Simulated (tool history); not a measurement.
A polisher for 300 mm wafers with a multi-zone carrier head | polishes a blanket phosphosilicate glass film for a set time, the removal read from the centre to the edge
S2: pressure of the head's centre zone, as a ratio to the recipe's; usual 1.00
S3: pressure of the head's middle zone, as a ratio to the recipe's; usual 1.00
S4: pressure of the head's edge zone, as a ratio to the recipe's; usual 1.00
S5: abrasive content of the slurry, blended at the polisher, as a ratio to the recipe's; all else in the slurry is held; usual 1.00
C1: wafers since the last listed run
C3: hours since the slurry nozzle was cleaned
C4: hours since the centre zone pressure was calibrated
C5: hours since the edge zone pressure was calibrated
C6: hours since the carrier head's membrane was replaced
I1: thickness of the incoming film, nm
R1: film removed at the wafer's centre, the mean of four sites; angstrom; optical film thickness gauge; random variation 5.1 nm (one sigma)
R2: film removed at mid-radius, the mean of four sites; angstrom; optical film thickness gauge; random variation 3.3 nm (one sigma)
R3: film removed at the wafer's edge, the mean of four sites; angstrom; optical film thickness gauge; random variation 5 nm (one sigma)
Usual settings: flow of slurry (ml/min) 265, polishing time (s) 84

run 1 day=0.000 | flow_of_slurry_(ml/min)=300 S2=1.00 S3=1.00 S4=1.00 S5=1.00 polishing_time_(s)=84 | C1=0 wafers_polished_on_this_pad=258 C3=257.1 C4=1076.2 C5=806.0 C6=547.6 | I1=4118.8 | R1=5064 R2=5215 R3=5198
run 2 day=0.712 | flow_of_slurry_(ml/min)=300 S2=1.00 S3=1.00 S4=1.00 S5=1.00 polishing_time_(s)=84 | C1=228 wafers_polished_on_this_pad=487 C3=274.2 C4=1093.3 C5=823.1 C6=564.7 | I1=4041.1 | R1=5049 R2=5216 R3=5155
run 3 day=2.104 | flow_of_slurry_(ml/min)=265 S2=1.00 S3=1.00 S4=1.00 S5=1.00 polishing_time_(s)=84 | C1=447 wafers_polished_on_this_pad=935 C3=307.6 C4=1126.7 C5=856.5 C6=598.1 | I1=4114.8 | R1=4845 R2=4994 R3=5009
-- day=2.304 edge zone pressure recalibrated
-- day=2.558 worn pad replaced by a new one
run 4 day=2.708 | flow_of_slurry_(ml/min)=265 S2=1.00 S3=1.00 S4=1.00 S5=1.00 polishing_time_(s)=84 | C1=113 wafers_polished_on_this_pad=48 C3=322.1 C4=1141.2 C5=9.7 C6=612.6 | I1=4089.9 | R1=4790 R2=4952 R3=4927
-- day=2.929 slurry nozzle cleaned
run 5 day=3.408 | flow_of_slurry_(ml/min)=265 S2=1.00 S3=1.00 S4=1.00 S5=1.00 polishing_time_(s)=84 | C1=211 wafers_polished_on_this_pad=259 C3=11.5 C4=1158.0 C5=26.5 C6=629.4 | I1=4092.1 | R1=5162 R2=5227 R3=5273
run 6 day=3.858 | flow_of_slurry_(ml/min)=265 S2=1.00 S3=1.00 S4=1.00 S5=1.00 polishing_time_(s)=84 | C1=144 wafers_polished_on_this_pad=404 C3=22.3 C4=1168.8 C5=37.3 C6=640.2 | I1=4043.3 | R1=5066 R2=5238 R3=5308
run 7 day=4.412 | flow_of_slurry_(ml/min)=265 S2=1.00 S3=0.95 S4=0.95 S5=1.00 polishing_time_(s)=66 | C1=178 wafers_polished_on_this_pad=582 C3=35.6 C4=1182.1 C5=50.6 C6=653.5 | I1=4046.8 | R1=4075 R2=4004 R3=4026
run 8 day=4.979 | flow_of_slurry_(ml/min)=315 S2=1.00 S3=1.00 S4=0.93 S5=1.00 polishing_time_(s)=84 | C1=182 wafers_polished_on_this_pad=764 C3=49.2 C4=1195.7 C5=64.2 C6=667.1 | I1=4125.7 | R1=5320 R2=5377 R3=5084
run 9 day=5.508 | flow_of_slurry_(ml/min)=265 S2=1.00 S3=1.03 S4=1.08 S5=1.00 polishing_time_(s)=84 | C1=170 wafers_polished_on_this_pad=934 C3=61.9 C4=1208.4 C5=76.9 C6=679.8 | I1=4090.4 | R1=5181 R2=5369 R3=5559
run 10 day=5.883 | flow_of_slurry_(ml/min)=265 S2=1.06 S3=1.03 S4=1.00 S5=1.00 polishing_time_(s)=84 | C1=120 wafers_polished_on_this_pad=1055 C3=70.9 C4=1217.4 C5=85.9 C6=688.8 | I1=4081.5 | R1=5406 R2=5381 R3=5308
-- day=6.112 worn pad replaced by a new one
-- day=6.312 centre zone pressure recalibrated
run 11 day=6.488 | flow_of_slurry_(ml/min)=265 S2=1.00 S3=1.00 S4=1.00 S5=1.00 polishing_time_(s)=84 | C1=113 wafers_polished_on_this_pad=93 C3=85.4 C4=4.2 C5=100.4 C6=703.3 | I1=4145.2 | R1=5207 R2=5231 R3=5183
run 12 day=6.883 | flow_of_slurry_(ml/min)=265 S2=0.92 S3=1.00 S4=1.09 S5=1.00 polishing_time_(s)=84 | C1=127 wafers_polished_on_this_pad=220 C3=94.9 C4=13.7 C5=109.9 C6=712.8 | I1=4044.1 | R1=4731 R2=5232 R3=5460
run 13 day=7.183 | flow_of_slurry_(ml/min)=265 S2=1.00 S3=1.00 S4=1.00 S5=1.00 polishing_time_(s)=84 | C1=96 wafers_polished_on_this_pad=316 C3=102.1 C4=20.9 C5=117.1 C6=720.0 | I1=4144.3 | R1=5135 R2=5233 R3=5196
-- day=7.746 carrier head's membrane replaced by a new one
run 14 day=7.908 | flow_of_slurry_(ml/min)=295 S2=1.00 S3=1.09 S4=1.00 S5=0.70 polishing_time_(s)=61 | C1=166 wafers_polished_on_this_pad=482 C3=119.5 C4=38.3 C5=134.5 C6=3.9 | I1=4002.8 | R1=3249 R2=3470 R3=3343
run 15 day=8.275 | flow_of_slurry_(ml/min)=265 S2=0.94 S3=1.00 S4=1.00 S5=1.00 polishing_time_(s)=112 | C1=117 wafers_polished_on_this_pad=600 C3=128.3 C4=47.1 C5=143.3 C6=12.7 | I1=4087.1 | R1=6463 R2=6996 R3=6938
run 16 day=9.004 | flow_of_slurry_(ml/min)=265 S2=1.00 S3=1.00 S4=1.00 S5=1.00 polishing_time_(s)=84 | C1=234 wafers_polished_on_this_pad=834 C3=145.8 C4=64.6 C5=160.8 C6=30.2 | I1=4057.7 | R1=5155 R2=5222 R3=5245
-- day=9.821 worn pad replaced by a new one
run 17 day=11.008 | flow_of_slurry_(ml/min)=265 S2=1.00 S3=1.05 S4=0.88 S5=1.00 polishing_time_(s)=110 | C1=590 wafers_polished_on_this_pad=382 C3=193.9 C4=112.7 C5=208.9 C6=78.3 | I1=4178.4 | R1=6574 R2=7033 R3=6380
run 18 day=12.929 | flow_of_slurry_(ml/min)=265 S2=1.00 S3=1.00 S4=1.00 S5=1.00 polishing_time_(s)=84 | C1=617 wafers_polished_on_this_pad=999 C3=240.0 C4=158.8 C5=255.0 C6=124.4 | I1=4060.7 | R1=5103 R2=5174 R3=5049
-- day=13.321 worn pad replaced by a new one
run 19 day=13.342 | flow_of_slurry_(ml/min)=180 S2=0.93 S3=0.92 S4=1.00 S5=1.15 polishing_time_(s)=84 | C1=78 wafers_polished_on_this_pad=7 C3=249.9 C4=168.7 C5=264.9 C6=134.3 | I1=4023.7 | R1=4545 R2=4913 R3=5204
run 20 day=13.929 | flow_of_slurry_(ml/min)=175 S2=0.97 S3=1.07 S4=1.07 S5=1.00 polishing_time_(s)=84 | C1=188 wafers_polished_on_this_pad=195 C3=264.0 C4=182.8 C5=279.0 C6=148.4 | I1=4013.9 | R1=4519 R2=4962 R3=4981

5 ways to go on from here, each from the tool as it stands after run 20. What would each give?
run A day=13.946 | flow_of_slurry_(ml/min)=265 S2=1.00 S3=1.00 S4=1.00 S5=1.00 polishing_time_(s)=84 | C1=5 wafers_polished_on_this_pad=201 C3=264.4 C4=183.2 C5=279.4 C6=148.8 | I1=4105.0 | R1=? R2=? R3=?
run B day=13.946 | flow_of_slurry_(ml/min)=265 S2=1.00 S3=1.00 S4=1.10 S5=0.80 polishing_time_(s)=64 | C1=5 wafers_polished_on_this_pad=201 C3=264.4 C4=183.2 C5=279.4 C6=148.8 | I1=4105.0 | R1=? R2=? R3=?
run C day=13.946 | flow_of_slurry_(ml/min)=265 S2=1.00 S3=1.04 S4=0.94 S5=1.00 polishing_time_(s)=77 | C1=5 wafers_polished_on_this_pad=201 C3=264.4 C4=183.2 C5=279.4 C6=148.8 | I1=4105.0 | R1=? R2=? R3=?
run D day=13.946 | flow_of_slurry_(ml/min)=265 S2=1.00 S3=0.95 S4=1.00 S5=1.30 polishing_time_(s)=84 | C1=5 wafers_polished_on_this_pad=201 C3=264.4 C4=183.2 C5=279.4 C6=148.8 | I1=4105.0 | R1=? R2=? R3=?
run E day=13.946 | flow_of_slurry_(ml/min)=265 S2=1.00 S3=1.00 S4=1.00 S5=1.00 polishing_time_(s)=102 | C1=5 wafers_polished_on_this_pad=201 C3=264.4 C4=183.2 C5=279.4 C6=148.8 | I1=4105.0 | R1=? R2=? R3=?

run=A R1=4981 R2=5160 R3=5134
run=B R1=3475 R2=3599 R3=3751
run=C R1=4567 R2=4818 R3=4570
run=D R1=5483 R2=5548 R3=5654
run=E R1=6048 R2=6265 R3=6234
Without the tool's hidden state the same runs would have given:
run=A R1=5148 R2=5314 R3=5248
run=B R1=3592 R2=3707 R3=3835
run=C R1=4720 R2=4963 R3=4673
run=D R1=5667 R2=5715 R3=5780
run=E R1=6251 R2=6453 R3=6373

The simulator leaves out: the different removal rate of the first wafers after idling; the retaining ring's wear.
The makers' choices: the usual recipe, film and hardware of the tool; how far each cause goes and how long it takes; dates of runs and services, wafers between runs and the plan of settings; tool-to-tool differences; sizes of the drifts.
